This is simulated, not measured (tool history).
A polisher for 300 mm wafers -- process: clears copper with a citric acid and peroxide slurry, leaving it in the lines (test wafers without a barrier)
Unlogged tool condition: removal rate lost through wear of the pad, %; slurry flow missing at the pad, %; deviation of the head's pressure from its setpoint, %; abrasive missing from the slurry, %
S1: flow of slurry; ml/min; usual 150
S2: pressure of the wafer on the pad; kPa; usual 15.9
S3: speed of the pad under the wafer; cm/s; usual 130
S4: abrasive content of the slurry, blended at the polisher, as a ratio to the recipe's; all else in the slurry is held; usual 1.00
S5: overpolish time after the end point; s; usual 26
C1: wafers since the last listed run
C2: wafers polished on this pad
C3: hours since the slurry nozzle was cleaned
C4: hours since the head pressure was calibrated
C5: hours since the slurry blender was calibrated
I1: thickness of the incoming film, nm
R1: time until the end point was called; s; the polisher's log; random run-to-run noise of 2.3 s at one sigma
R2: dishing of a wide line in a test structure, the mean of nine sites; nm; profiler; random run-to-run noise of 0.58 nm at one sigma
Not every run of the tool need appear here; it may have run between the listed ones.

run   hour   S1    S2   S3    S4  S5   C1   C2     C3     C4     C5     I1     R1    R2
  1    0.0  150  15.9  130  1.00  26    0  157  620.6  315.1   41.3  289.1  146.6  34.2
      13.0  -- head pressure recalibrated
  2   13.5  150  15.9  130  1.00  21   91  249  634.1    0.5   54.8  282.0  129.0  32.5
  3   25.8  165  15.9  130  1.00  26   98  347  646.4   12.8   67.1  286.1  121.9  39.8
  4   39.5  115  15.9  130  1.00  26  109  456  660.1   26.5   80.8  290.1  136.3  37.2
  5   76.0  115  15.9  130  1.00  26  291  747  696.6   63.0  117.3  280.1  134.7  38.6
  6   86.7  115  15.9  130  1.00  26   85  833  707.3   73.7  128.0  288.4  143.0  37.0
  7  100.1  150  15.9  130  0.90  26  106  940  720.7   87.1  141.4  287.4  133.6  38.9
     115.2  -- slurry blender recalibrated
     120.2  -- worn pad replaced by a new one, of another model than before
  8  120.7  150  15.9  130  1.00  26  116    3  741.3  107.7    5.5  282.6  130.4  38.9
  9  125.9  150  15.9  130  1.00  26   41   45  746.5  112.9   10.7  287.6  131.0  38.8
 10  142.5  150  15.9  102  1.00  26  132  177  763.1  129.5   27.3  282.8  151.9  34.6
 11  155.9  150  15.9  102  1.00  26  106  284  776.5  142.9   40.7  284.4  149.1  35.4
 12  173.0  150  15.9  130  1.00  26  136  420  793.6  160.0   57.8  287.8  130.6  38.4
 13  187.8  150  15.9  130  1.00  26  118  539  808.4  174.8   72.6  285.7  136.0  38.1
 14  194.1  115  15.9  172  1.10  26   50  589  814.7  181.1   78.9  288.7  114.1  43.6
 15  211.6  150  15.9  130  0.80  21  139  728  832.2  198.6   96.4  287.0  139.7  30.2
 16  221.7  150  15.9  110  1.00  26   80  809  842.3  208.7  106.5  281.8  144.7  36.4
     230.4  -- slurry nozzle cleaned
 17  236.9  120  13.8  130  1.00  18  113  922    6.5  223.9  121.7  281.8  146.2  25.2
     244.7  -- worn pad replaced by a new one
 18  275.9  150  11.7   96  1.30  14  279  248   45.5  262.9  160.7  282.3  175.2  17.3
     278.7  -- slurry blender recalibrated
 19  283.0  150  17.9  130  1.00  26   40  289   52.6  270.0    4.3  284.9  126.8  39.9
 20  333.8  165  15.9  164  1.00  18  405  694  103.4  320.8   55.1  281.3  113.3  31.2
     336.6  -- head pressure recalibrated
 21  343.2  150  15.9  130  1.00  26   59  753  112.8    6.6   64.5  282.3  127.8  39.0
 22  358.9  150  15.9  130  1.00  31  125  878  128.5   22.3   80.2  284.6  129.7  45.6
 23  365.4  150  13.1  110  1.20  34   51  930  135.0   28.8   86.7  286.5  143.2  42.9
     392.0  -- worn pad replaced by a new one
 24  409.7  150  15.9  130  1.10  22  321  141  179.3   73.1  131.0  285.2  122.3  35.1
     416.5  -- slurry blender recalibrated
 25  424.5  150  21.4  130  1.00  26  102  243  194.1   87.9    8.0  284.0  108.6  44.5

Consider 4 possible next runs. They are alternatives, not a sequence: every one starts from the tool as it was left by run 25. What does each give?
  A  425.0  110  15.9  130  1.00  26   3  247  194.6  88.4  8.5  281.7   ?   ?
  B  425.0  170  12.4  130  0.75  12   3  247  194.6  88.4  8.5  281.7   ?   ?
  C  425.0  190  20.0  112  1.00  18   3  247  194.6  88.4  8.5  281.7   ?   ?
  D  425.0  100  15.9  130  0.70  26   3  247  194.6  88.4  8.5  281.7   ?   ?

run     R1    R2
  A  131.3  38.1
  B  150.4  17.0
  C  118.4  30.7
  D  143.5  35.4
With no hidden state in the tool, these same runs would have given:
run     R1    R2
  A  131.6  38.0
  B  150.7  17.0
  C  118.6  30.6
  D  143.7  35.3
